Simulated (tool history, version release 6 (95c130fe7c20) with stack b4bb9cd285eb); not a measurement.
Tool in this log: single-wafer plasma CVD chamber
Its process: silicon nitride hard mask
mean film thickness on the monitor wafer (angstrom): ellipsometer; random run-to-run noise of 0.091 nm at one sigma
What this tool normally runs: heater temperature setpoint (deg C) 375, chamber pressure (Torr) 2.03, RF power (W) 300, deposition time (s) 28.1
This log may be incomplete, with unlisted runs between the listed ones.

run	hour	heater temperature setpoint (deg C)	chamber pressure (Torr)	RF power (W)	deposition time (s)	read-back reference wafer on the same gauge, thickness_nm	mean film thickness on the monitor wafer (angstrom)
1	0.0	375	2.03	300	28.1	29.906	366.46
2	92.7	375	2.03	300	28.1	29.900	364.35
3	162.7	375	2.03	300	28.1	29.887	363.96
4	265.7	375	1.64	300	28.1	29.901	347.08
5	347.5	375	1.64	300	28.1	29.879	346.31
6	402.3	375	1.64	300	28.1	29.894	344.99
7	471.0	375	2.03	300	28.1	29.887	361.09
8	555.9	371	2.27	300	28.1	29.902	369.53
# hour 580.2: RF generator calibrated
9	607.0	371	2.27	300	28.1	29.896	364.37
# hour 649.5: capacitance manometer re-zeroed and calibrated
10	677.9	371	2.27	300	28.1	29.885	363.32
# hour 713.2: gauge calibrated
11	833.4	375	2.03	300	28.1	29.891	353.61
# hour 852.4: showerhead replaced
12	886.4	375	2.03	300	28.1	29.883	354.73
# hour 909.5: thermocouple changed; heater temperature recalibrated
13	948.0	375	2.03	300	28.1	29.907	354.64
14	1021.4	375	2.03	300	28.1	29.879	355.45
# hour 1037.9: RF generator calibrated, repeated, since the last time left the tool worse
15	1085.0	375	2.31	270	28.1	29.913	363.55
16	1137.2	375	2.03	300	28.1	29.900	366.44
17	1242.4	375	2.03	300	28.1	29.906	365.67
18	1301.4	375	2.03	300	31.5	29.877	409.77
19	1339.5	375	2.27	270	28.1	29.898	363.62
20	1413.5	375	2.03	300	28.1	29.902	363.14
21	1456.8	375	2.03	300	28.1	29.902	366.37
22	1541.5	375	2.03	300	28.1	29.915	366.17

For run 23, what comes out?
23	1614.7	375	1.78	300	28.1	?	?

read-back reference wafer on the same gauge, thickness_nm: 29.885
mean film thickness on the monitor wafer (angstrom): 353.52
Had the tool carried no hidden state, the very same run would have given mean film thickness on the monitor wafer (angstrom) 356.11.
